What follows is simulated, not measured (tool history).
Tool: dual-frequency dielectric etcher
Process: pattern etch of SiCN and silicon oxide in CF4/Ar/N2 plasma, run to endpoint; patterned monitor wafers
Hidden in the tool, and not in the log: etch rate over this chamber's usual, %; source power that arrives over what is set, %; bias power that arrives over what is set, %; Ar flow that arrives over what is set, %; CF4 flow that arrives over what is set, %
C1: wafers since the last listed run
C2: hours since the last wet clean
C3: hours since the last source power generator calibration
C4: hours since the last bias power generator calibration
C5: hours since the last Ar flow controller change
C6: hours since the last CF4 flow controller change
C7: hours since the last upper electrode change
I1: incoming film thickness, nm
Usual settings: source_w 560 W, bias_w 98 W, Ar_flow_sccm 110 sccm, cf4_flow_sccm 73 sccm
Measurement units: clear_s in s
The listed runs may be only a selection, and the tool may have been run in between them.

{"run": 1, "hour": 0.0, "source_w": 560, "bias_w": 103, "Ar_flow_sccm": 110, "cf4_flow_sccm": 73, "C1": 0, "C2": 560.4, "C3": 2615.6, "C4": 3137.9, "C5": 3014.2, "C6": 4126.1, "C7": 3000.2, "I1": 13.04, "clear_s": 11.1}
{"run": 2, "hour": 12.7, "source_w": 560, "bias_w": 103, "Ar_flow_sccm": 110, "cf4_flow_sccm": 73, "C1": 198, "C2": 573.1, "C3": 2628.3, "C4": 3150.6, "C5": 3026.9, "C6": 4138.8, "C7": 3012.9, "I1": 13.05, "clear_s": 11.2}
{"run": 3, "hour": 29.3, "source_w": 560, "bias_w": 98, "Ar_flow_sccm": 93, "cf4_flow_sccm": 73, "C1": 259, "C2": 589.7, "C3": 2644.9, "C4": 3167.2, "C5": 3043.5, "C6": 4155.4, "C7": 3029.5, "I1": 13.14, "clear_s": 11.4}
{"run": 4, "hour": 37.6, "source_w": 560, "bias_w": 98, "Ar_flow_sccm": 110, "cf4_flow_sccm": 73, "C1": 129, "C2": 598, "C3": 2653.2, "C4": 3175.5, "C5": 3051.8, "C6": 4163.7, "C7": 3037.8, "I1": 13.07, "clear_s": 11.4}
{"run": 5, "hour": 53.3, "source_w": 560, "bias_w": 98, "Ar_flow_sccm": 110, "cf4_flow_sccm": 79, "C1": 245, "C2": 613.7, "C3": 2668.9, "C4": 3191.2, "C5": 3067.5, "C6": 4179.4, "C7": 3053.5, "I1": 13.12, "clear_s": 11.3}
{"run": 6, "hour": 64.6, "source_w": 560, "bias_w": 98, "Ar_flow_sccm": 110, "cf4_flow_sccm": 79, "C1": 176, "C2": 625, "C3": 2680.2, "C4": 3202.5, "C5": 3078.8, "C6": 4190.7, "C7": 3064.8, "I1": 13.14, "clear_s": 11.5}
{"run": 7, "hour": 71.2, "source_w": 560, "bias_w": 98, "Ar_flow_sccm": 110, "cf4_flow_sccm": 79, "C1": 103, "C2": 631.6, "C3": 2686.8, "C4": 3209.1, "C5": 3085.4, "C6": 4197.3, "C7": 3071.4, "I1": 13.2, "clear_s": 11.5}
{"hour": 98.3, "done": "wet clean of the chamber"}
{"hour": 98.9, "done": "CF4 flow controller replaced"}
{"run": 8, "hour": 99.4, "source_w": 560, "bias_w": 98, "Ar_flow_sccm": 110, "cf4_flow_sccm": 73, "C1": 56, "C2": 1.1, "C3": 2715, "C4": 3237.3, "C5": 3113.6, "C6": 0.5, "C7": 3099.6, "I1": 13.18, "clear_s": 11.5}
{"run": 9, "hour": 101.5, "source_w": 560, "bias_w": 98, "Ar_flow_sccm": 127, "cf4_flow_sccm": 73, "C1": 32, "C2": 3.2, "C3": 2717.1, "C4": 3239.4, "C5": 3115.7, "C6": 2.6, "C7": 3101.7, "I1": 13.25, "clear_s": 11.7}
{"run": 10, "hour": 109.7, "source_w": 560, "bias_w": 98, "Ar_flow_sccm": 127, "cf4_flow_sccm": 73, "C1": 128, "C2": 11.4, "C3": 2725.3, "C4": 3247.6, "C5": 3123.9, "C6": 10.8, "C7": 3109.9, "I1": 13.1, "clear_s": 11.6}
{"run": 11, "hour": 117.8, "source_w": 450, "bias_w": 74, "Ar_flow_sccm": 126, "cf4_flow_sccm": 73, "C1": 126, "C2": 19.5, "C3": 2733.4, "C4": 3255.7, "C5": 3132, "C6": 18.9, "C7": 3118, "I1": 13.14, "clear_s": 15.9}
{"hour": 125.0, "done": "Ar flow controller replaced"}
{"run": 12, "hour": 131.6, "source_w": 560, "bias_w": 98, "Ar_flow_sccm": 110, "cf4_flow_sccm": 73, "C1": 122, "C2": 33.3, "C3": 2747.2, "C4": 3269.5, "C5": 6.6, "C6": 32.7, "C7": 3131.8, "I1": 13.12, "clear_s": 11.5}
{"hour": 167.2, "done": "upper electrode replaced"}
{"run": 13, "hour": 167.7, "source_w": 460, "bias_w": 120, "Ar_flow_sccm": 94, "cf4_flow_sccm": 73, "C1": 189, "C2": 69.4, "C3": 2783.3, "C4": 3305.6, "C5": 42.7, "C6": 68.8, "C7": 0.5, "I1": 13.03, "clear_s": 12.4}
{"run": 14, "hour": 176.6, "source_w": 690, "bias_w": 98, "Ar_flow_sccm": 110, "cf4_flow_sccm": 73, "C1": 139, "C2": 78.3, "C3": 2792.2, "C4": 3314.5, "C5": 51.6, "C6": 77.7, "C7": 9.4, "I1": 13.21, "clear_s": 9.5}

Run 15, settings as shown, results not yet in. Your forecast:
{"run": 15, "hour": 184.1, "source_w": 560, "bias_w": 114, "Ar_flow_sccm": 110, "cf4_flow_sccm": 73, "C1": 117, "C2": 85.8, "C3": 2799.7, "C4": 3322, "C5": 59.1, "C6": 85.2, "C7": 16.9, "I1": 13.14, "clear_s": "?"}

clear_s: 10.7 s
Without the tool's hidden state the same run would have given clear_s 10.7 s.
